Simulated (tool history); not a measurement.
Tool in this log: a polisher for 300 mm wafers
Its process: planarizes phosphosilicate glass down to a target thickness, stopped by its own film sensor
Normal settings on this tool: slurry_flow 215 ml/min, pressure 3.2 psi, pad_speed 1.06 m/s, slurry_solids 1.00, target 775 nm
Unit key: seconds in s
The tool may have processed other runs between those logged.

| run | hour | slurry_flow | pressure | pad_speed | slurry_solids | target | wafers since the last listed run | wafers polished on this pad | hours since the slurry nozzle was cleaned | hours since the head pressure was calibrated | hours since the slurry blender was calibrated | hours since the conditioning disc was replaced | incoming thickness of the incoming film, nm | seconds |
|---|---|---|---|---|---|---|---|---|---|---|---|---|---|---|
| 1 | 0.0 | 185 | 3.8 | 1.06 | 1.20 | 683 | 0 | 756 | 376.8 | 430.6 | 307.5 | 132.2 | 1223.7 | 58.5 |
| 2 | 51.8 | 250 | 3.2 | 1.16 | 1.00 | 715 | 628 | 1384 | 428.6 | 482.4 | 359.3 | 184.0 | 1221.3 | 64.2 |
| 3 | 86.8 | 145 | 4.0 | 1.06 | 1.15 | 775 | 424 | 1809 | 463.6 | 517.4 | 394.3 | 219.0 | 1224.3 | 48.2 |
| 4 | 149.8 | 185 | 3.2 | 1.06 | 1.00 | 775 | 764 | 2574 | 526.6 | 580.4 | 457.3 | 282.0 | 1227.8 | 63.4 |
| 5 | 174.3 | 215 | 3.2 | 1.06 | 1.20 | 651 | 297 | 2871 | 551.1 | 604.9 | 481.8 | 306.5 | 1205.9 | 69.0 |
| 6 | 206.3 | 215 | 3.2 | 1.06 | 1.00 | 775 | 388 | 3259 | 583.1 | 636.9 | 513.8 | 338.5 | 1242.1 | 64.4 |
|  | 249.1 | head pressure recalibrated |
|  | 265.3 | slurry blender recalibrated |
| 7 | 269.0 | 290 | 2.5 | 1.06 | 1.00 | 775 | 712 | 3971 | 645.8 | 19.9 | 3.7 | 401.2 | 1234.1 | 73.7 |
| 8 | 316.3 | 215 | 3.2 | 1.06 | 1.00 | 775 | 573 | 4545 | 693.1 | 67.2 | 51.0 | 448.5 | 1226.0 | 59.2 |
|  | 327.2 | conditioning disc replaced and pad reconditioned |
| 9 | 343.9 | 215 | 3.2 | 1.06 | 1.00 | 775 | 310 | 4856 | 720.7 | 94.8 | 78.6 | 16.7 | 1209.5 | 57.0 |
| 10 | 413.2 | 215 | 3.2 | 1.06 | 1.00 | 775 | 840 | 5697 | 790.0 | 164.1 | 147.9 | 86.0 | 1223.9 | 59.2 |
|  | 448.0 | slurry nozzle cleaned |
| 11 | 463.5 | 215 | 3.2 | 1.06 | 1.00 | 775 | 598 | 6295 | 15.5 | 214.4 | 198.2 | 136.3 | 1239.7 | 61.1 |
|  | 513.1 | worn pad replaced by a new one |
| 12 | 644.3 | 215 | 2.3 | 1.06 | 1.20 | 840 | 2145 | 1592 | 196.3 | 395.2 | 379.0 | 317.1 | 1227.2 | 66.3 |
| 13 | 701.2 | 215 | 3.2 | 1.06 | 0.70 | 775 | 690 | 2282 | 253.2 | 452.1 | 435.9 | 374.0 | 1212.0 | 78.2 |
| 14 | 728.9 | 155 | 3.2 | 1.06 | 1.00 | 925 | 336 | 2618 | 280.9 | 479.8 | 463.6 | 401.7 | 1214.5 | 41.4 |
| 15 | 756.1 | 215 | 3.2 | 1.06 | 1.20 | 651 | 330 | 2948 | 308.1 | 507.0 | 490.8 | 428.9 | 1226.7 | 72.1 |
|  | 775.7 | conditioning disc replaced and pad reconditioned |
| 16 | 797.6 | 160 | 3.2 | 1.06 | 1.20 | 685 | 479 | 3428 | 349.6 | 548.5 | 532.3 | 21.9 | 1224.9 | 71.5 |
|  | 823.6 | slurry blender recalibrated |
| 17 | 837.8 | 215 | 3.2 | 1.06 | 1.00 | 775 | 463 | 3891 | 389.8 | 588.7 | 14.2 | 62.1 | 1216.7 | 61.3 |
| 18 | 885.1 | 260 | 4.2 | 1.06 | 1.20 | 860 | 573 | 4465 | 437.1 | 636.0 | 61.5 | 109.4 | 1251.0 | 36.7 |
| 19 | 932.5 | 215 | 3.2 | 1.06 | 1.00 | 775 | 575 | 5040 | 484.5 | 683.4 | 108.9 | 156.8 | 1244.9 | 66.1 |
|  | 966.0 | head pressure recalibrated |
| 20 | 966.5 | 215 | 3.7 | 1.06 | 1.00 | 775 | 388 | 5429 | 518.5 | 0.5 | 142.9 | 190.8 | 1242.5 | 51.7 |
|  | 1034.5 | worn pad replaced by a new one |
| 21 | 1035.0 | 145 | 3.2 | 1.06 | 1.00 | 775 | 782 | 6 | 587.0 | 69.0 | 211.4 | 259.3 | 1244.7 | 66.3 |
| 22 | 1097.8 | 185 | 3.2 | 0.92 | 1.00 | 775 | 762 | 768 | 649.8 | 131.8 | 274.2 | 322.1 | 1226.9 | 68.0 |
| 23 | 1167.6 | 215 | 3.2 | 1.06 | 1.00 | 673 | 846 | 1615 | 719.6 | 201.6 | 344.0 | 391.9 | 1204.1 | 73.3 |
| 24 | 1196.1 | 185 | 3.2 | 0.72 | 1.20 | 632 | 345 | 1961 | 748.1 | 230.1 | 372.5 | 420.4 | 1206.5 | 95.0 |
| 25 | 1220.8 | 215 | 3.2 | 1.06 | 1.00 | 775 | 299 | 2261 | 772.8 | 254.8 | 397.2 | 445.1 | 1229.7 | 63.2 |

Alternative continuations, all from the tool just after run 25; predict every row:
| A | 1221.2 | 215 | 3.2 | 1.06 | 0.85 | 775 | 4 | 2265 | 773.2 | 255.2 | 397.6 | 445.5 | 1219.4 | ? |
| B | 1221.2 | 235 | 3.6 | 0.88 | 0.80 | 775 | 4 | 2265 | 773.2 | 255.2 | 397.6 | 445.5 | 1219.4 | ? |
| C | 1221.2 | 215 | 3.5 | 1.34 | 1.00 | 699 | 4 | 2265 | 773.2 | 255.2 | 397.6 | 445.5 | 1219.4 | ? |
| D | 1221.2 | 235 | 3.2 | 1.06 | 1.00 | 720 | 4 | 2265 | 773.2 | 255.2 | 397.6 | 445.5 | 1219.4 | ? |

| run | seconds |
|---|---|
| A | 69.1 |
| B | 72.2 |
| C | 56.3 |
| D | 69.0 |
With no hidden state in the tool, these same runs would have given:
| run | seconds |
|---|---|
| A | 64.6 |
| B | 67.6 |
| C | 52.6 |
| D | 64.5 |
